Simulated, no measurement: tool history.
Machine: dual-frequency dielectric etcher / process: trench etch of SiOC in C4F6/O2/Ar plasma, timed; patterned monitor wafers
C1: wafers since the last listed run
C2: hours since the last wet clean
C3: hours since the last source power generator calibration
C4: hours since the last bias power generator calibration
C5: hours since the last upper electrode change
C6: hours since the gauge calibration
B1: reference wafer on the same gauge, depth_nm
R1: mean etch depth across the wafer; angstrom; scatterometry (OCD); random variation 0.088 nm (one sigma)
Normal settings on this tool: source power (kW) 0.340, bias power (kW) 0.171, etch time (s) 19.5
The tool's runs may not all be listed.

Run 1, hour 0.0: usual settings but source power (kW) 0.320, etch time (s) 23.0; C1 0; C2 210.1; C3 2521.2; C4 1225.0; C5 2958.2; C6 1083.8; B1 36.82. Result: R1 460.0 angstrom.
Run 2, hour 98.7: usual settings but bias power (kW) 0.190, etch time (s) 20.5; C1 1506; C2 308.8; C3 2619.9; C4 1323.7; C5 3056.9; C6 1182.5; B1 36.78. Result: R1 428.8 angstrom.
Run 3, hour 173.7: usual settings but bias power (kW) 0.190, etch time (s) 20.5; C1 1144; C2 383.8; C3 2694.9; C4 1398.7; C5 3131.9; C6 1257.5; B1 36.82. Result: R1 429.0 angstrom.
Run 4, hour 216.6: usual settings but bias power (kW) 0.190, etch time (s) 20.5; C1 654; C2 426.7; C3 2737.8; C4 1441.6; C5 3174.8; C6 1300.4; B1 36.81. Result: R1 427.1 angstrom.
Run 5, hour 254.1: usual settings; C1 572; C2 464.2; C3 2775.3; C4 1479.1; C5 3212.3; C6 1337.9; B1 36.80. Result: R1 394.6 angstrom.
At hour 287.3: wet clean of the chamber.
Run 6, hour 290.5: usual settings; C1 189; C2 3.2; C3 2811.7; C4 1515.5; C5 3248.7; C6 1374.3; B1 36.82. Result: R1 404.2 angstrom.
Run 7, hour 336.2: usual settings; C1 697; C2 48.9; C3 2857.4; C4 1561.2; C5 3294.4; C6 1420.0; B1 36.81. Result: R1 403.8 angstrom.
Run 8, hour 403.4: usual settings but bias power (kW) 0.162, etch time (s) 23.5; C1 1025; C2 116.1; C3 2924.6; C4 1628.4; C5 3361.6; C6 1487.2; B1 36.81. Result: R1 478.9 angstrom.
Run 9, hour 458.7: usual settings but bias power (kW) 0.162, etch time (s) 23.5; C1 844; C2 171.4; C3 2979.9; C4 1683.7; C5 3416.9; C6 1542.5; B1 36.81. Result: R1 479.7 angstrom.
Run 10, hour 550.9: usual settings but bias power (kW) 0.162, etch time (s) 23.5; C1 1407; C2 263.6; C3 3072.1; C4 1775.9; C5 3509.1; C6 1634.7; B1 36.80. Result: R1 475.0 angstrom.
Run 11, hour 646.9: usual settings but bias power (kW) 0.181; C1 1465; C2 359.6; C3 3168.1; C4 1871.9; C5 3605.1; C6 1730.7; B1 36.83. Result: R1 406.1 angstrom.
Run 12, hour 730.4: usual settings but bias power (kW) 0.181; C1 1274; C2 443.1; C3 3251.6; C4 1955.4; C5 3688.6; C6 1814.2; B1 36.80. Result: R1 404.9 angstrom.
At hour 789.6: wet clean of the chamber.
Run 13, hour 790.1: usual settings but bias power (kW) 0.181; C1 544; C2 0.5; C3 3311.3; C4 2015.1; C5 3748.3; C6 1873.9; B1 36.77. Result: R1 410.2 angstrom.
Run 14, hour 859.7: usual settings but etch time (s) 17.5; C1 1062; C2 70.1; C3 3380.9; C4 2084.7; C5 3817.9; C6 1943.5; B1 36.83. Result: R1 361.8 angstrom.
At hour 893.0: source power generator calibrated.
Run 15, hour 911.0: usual settings; C1 722; C2 121.4; C3 18.0; C4 2136.0; C5 3869.2; C6 1994.8; B1 36.80. Result: R1 396.8 angstrom.
At hour 995.8: bias power generator calibrated.
Run 16, hour 1015.4: usual settings but bias power (kW) 0.181; C1 1532; C2 225.8; C3 122.4; C4 19.6; C5 3973.6; C6 2099.2; B1 36.82. Result: R1 401.0 angstrom.
Run 17, hour 1072.2: usual settings but bias power (kW) 0.189, etch time (s) 23.5; C1 867; C2 282.6; C3 179.2; C4 76.4; C5 4030.4; C6 2156.0; B1 36.80. Result: R1 487.0 angstrom.
Run 18, hour 1161.2: usual settings but source power (kW) 0.360, bias power (kW) 0.204, etch time (s) 24.0; C1 1358; C2 371.6; C3 268.2; C4 165.4; C5 4119.4; C6 2245.0; B1 36.81. Result: R1 515.7 angstrom.
At hour 1212.2: upper electrode replaced.
Run 19, hour 1219.4: usual settings but source power (kW) 0.290, bias power (kW) 0.157, etch time (s) 15.5; C1 522; C2 429.8; C3 326.4; C4 223.6; C5 7.2; C6 2303.2; B1 36.80. Result: R1 289.0 angstrom.
Run 20, hour 1282.6: usual settings but bias power (kW) 0.197, etch time (s) 25.0; C1 964; C2 493.0; C3 389.6; C4 286.8; C5 70.4; C6 2366.4; B1 36.80. Result: R1 519.0 angstrom.
At hour 1285.5: gauge calibrated.
At hour 1329.3: wet clean of the chamber.
Run 21, hour 1354.2: usual settings but source power (kW) 0.310, bias power (kW) 0.195, etch time (s) 15.5; C1 726; C2 24.9; C3 461.2; C4 358.4; C5 142.0; C6 68.7; B1 36.82. Result: R1 318.1 angstrom.
Run 22, hour 1420.3: usual settings; C1 1009; C2 91.0; C3 527.3; C4 424.5; C5 208.1; C6 134.8; B1 36.79. Result: R1 398.6 angstrom.
Run 23, hour 1593.3: usual settings; C1 2640; C2 264.0; C3 700.3; C4 597.5; C5 381.1; C6 307.8; B1 36.81. Result: R1 395.3 angstrom.
Run 24, hour 1642.5: usual settings; C1 751; C2 313.2; C3 749.5; C4 646.7; C5 430.3; C6 357.0; B1 36.80. Result: R1 395.8 angstrom.
Run 25, hour 1707.2: usual settings but source power (kW) 0.370, bias power (kW) 0.191, etch time (s) 14.5; C1 987; C2 377.9; C3 814.2; C4 711.4; C5 495.0; C6 421.7; B1 36.81. Result: R1 311.4 angstrom.
Run 26, hour 1792.9: usual settings; C1 1308; C2 463.6; C3 899.9; C4 797.1; C5 580.7; C6 507.4; B1 36.78. Result: R1 394.1 angstrom.
At hour 1872.8: wet clean of the chamber.
Run 27, hour 1886.1: usual settings but source power (kW) 0.410, bias power (kW) 0.159, etch time (s) 22.0; C1 1056; C2 13.3; C3 993.1; C4 890.3; C5 673.9; C6 600.6; B1 36.80. Result: R1 474.3 angstrom.
Run 28, hour 1986.2: usual settings but source power (kW) 0.370, bias power (kW) 0.199; C1 1528; C2 113.4; C3 1093.2; C4 990.4; C5 774.0; C6 700.7; B1 36.79. Result: R1 426.6 angstrom.
Run 29, hour 2038.4: usual settings but source power (kW) 0.390, bias power (kW) 0.142, etch time (s) 22.0; C1 796; C2 165.6; C3 1145.4; C4 1042.6; C5 826.2; C6 752.9; B1 36.80. Result: R1 452.6 angstrom.
Run 30, hour 2084.7: usual settings but etch time (s) 25.0; C1 706; C2 211.9; C3 1191.7; C4 1088.9; C5 872.5; C6 799.2; B1 36.79. Result: R1 509.3 angstrom.

Some steps in R1 between neighbouring runs. How much of each would the tool show without its hidden state too (settings, what came in, random variation), and how much is left for the hidden state, with any gauge scatter that isn't in both results?
The hidden state here: etch rate over this chamber's usual, %; source power that arrives over what is set, %; bias power that arrives over what is set, %; gauge reads high (%).
Run 5 -> 6: wet clean of the chamber. R1 +9.6 angstrom: hidden state +9.1, all else +0.5.
Run 18 -> 19: source power (kW) 0.360 -> 0.290, bias power (kW) 0.204 -> 0.157, etch time (s) 24.0 -> 15.5, upper electrode replaced. R1 -226.7 angstrom: hidden state +1.8, all else -228.5.
Run 19 -> 20: source power (kW) 0.290 -> 0.340, bias power (kW) 0.157 -> 0.197, etch time (s) 15.5 -> 25.0. R1 +230.0 angstrom: hidden state -4.2, all else +234.2.
Run 20 -> 21: source power (kW) 0.340 -> 0.310, bias power (kW) 0.197 -> 0.195, etch time (s) 25.0 -> 15.5, gauge calibrated, wet clean of the chamber. R1 -200.9 angstrom: hidden state +9.6, all else -210.5.
Run 26 -> 27: source power (kW) 0.340 -> 0.410, bias power (kW) 0.171 -> 0.159, etch time (s) 19.5 -> 22.0, wet clean of the chamber. R1 +80.2 angstrom: hidden state +7.9, all else +72.3.

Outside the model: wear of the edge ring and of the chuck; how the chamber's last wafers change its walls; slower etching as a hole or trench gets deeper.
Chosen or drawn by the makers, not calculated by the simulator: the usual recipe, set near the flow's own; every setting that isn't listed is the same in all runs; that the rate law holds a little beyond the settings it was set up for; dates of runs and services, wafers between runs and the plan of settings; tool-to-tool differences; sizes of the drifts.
